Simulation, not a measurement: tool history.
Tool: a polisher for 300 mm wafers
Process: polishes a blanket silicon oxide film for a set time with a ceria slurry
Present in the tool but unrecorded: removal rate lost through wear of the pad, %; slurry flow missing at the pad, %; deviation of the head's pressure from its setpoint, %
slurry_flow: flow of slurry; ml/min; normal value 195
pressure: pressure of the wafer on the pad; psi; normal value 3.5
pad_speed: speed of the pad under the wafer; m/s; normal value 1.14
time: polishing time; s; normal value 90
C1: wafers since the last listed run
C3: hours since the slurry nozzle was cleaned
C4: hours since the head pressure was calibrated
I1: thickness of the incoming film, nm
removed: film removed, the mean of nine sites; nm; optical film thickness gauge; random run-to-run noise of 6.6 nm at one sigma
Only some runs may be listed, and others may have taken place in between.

{"run": 1, "day": 0.0, "slurry_flow": 195, "pressure": 3.5, "pad_speed": 1.14, "time": 90, "C1": 0, "wafers polished on this pad": 514, "C3": 812.2, "C4": 1212.6, "I1": 1874.4, "removed": 480.2}
{"day": 0.908, "done": "worn pad replaced by a new one"}
{"run": 2, "day": 0.938, "slurry_flow": 195, "pressure": 3.5, "pad_speed": 1.14, "time": 90, "C1": 97, "wafers polished on this pad": 3, "C3": 834.7, "C4": 1235.1, "I1": 1816.7, "removed": 507.4}
{"run": 3, "day": 1.862, "slurry_flow": 195, "pressure": 3.5, "pad_speed": 1.14, "time": 90, "C1": 116, "wafers polished on this pad": 120, "C3": 856.9, "C4": 1257.3, "I1": 1839.0, "removed": 500.9}
{"run": 4, "day": 2.517, "slurry_flow": 195, "pressure": 3.5, "pad_speed": 1.14, "time": 90, "C1": 82, "wafers polished on this pad": 203, "C3": 872.6, "C4": 1273.0, "I1": 1872.0, "removed": 498.2}
{"run": 5, "day": 3.979, "slurry_flow": 195, "pressure": 3.5, "pad_speed": 1.14, "time": 90, "C1": 184, "wafers polished on this pad": 388, "C3": 907.7, "C4": 1308.1, "I1": 1805.7, "removed": 486.7}
{"run": 6, "day": 4.575, "slurry_flow": 195, "pressure": 3.5, "pad_speed": 1.14, "time": 90, "C1": 75, "wafers polished on this pad": 463, "C3": 922.0, "C4": 1322.4, "I1": 1830.3, "removed": 477.9}
{"day": 5.288, "done": "slurry nozzle cleaned"}
{"run": 7, "day": 5.771, "slurry_flow": 195, "pressure": 3.5, "pad_speed": 1.14, "time": 90, "C1": 145, "wafers polished on this pad": 609, "C3": 11.6, "C4": 1351.1, "I1": 1881.8, "removed": 465.9}

Predict the results of run 8:
{"day": 6.225, "done": "worn pad replaced by a new one, of another model than before"}
{"run": 8, "day": 6.496, "slurry_flow": 195, "pressure": 3.5, "pad_speed": 1.14, "time": 90, "C1": 70, "wafers polished on this pad": 34, "C3": 29.0, "C4": 1368.5, "I1": 1837.2, "removed": "?"}

{"run 8": {"removed": 512.2}}
If the tool had no hidden condition, the same run with the same run-to-run variation would have returned removed 520.5 nm.
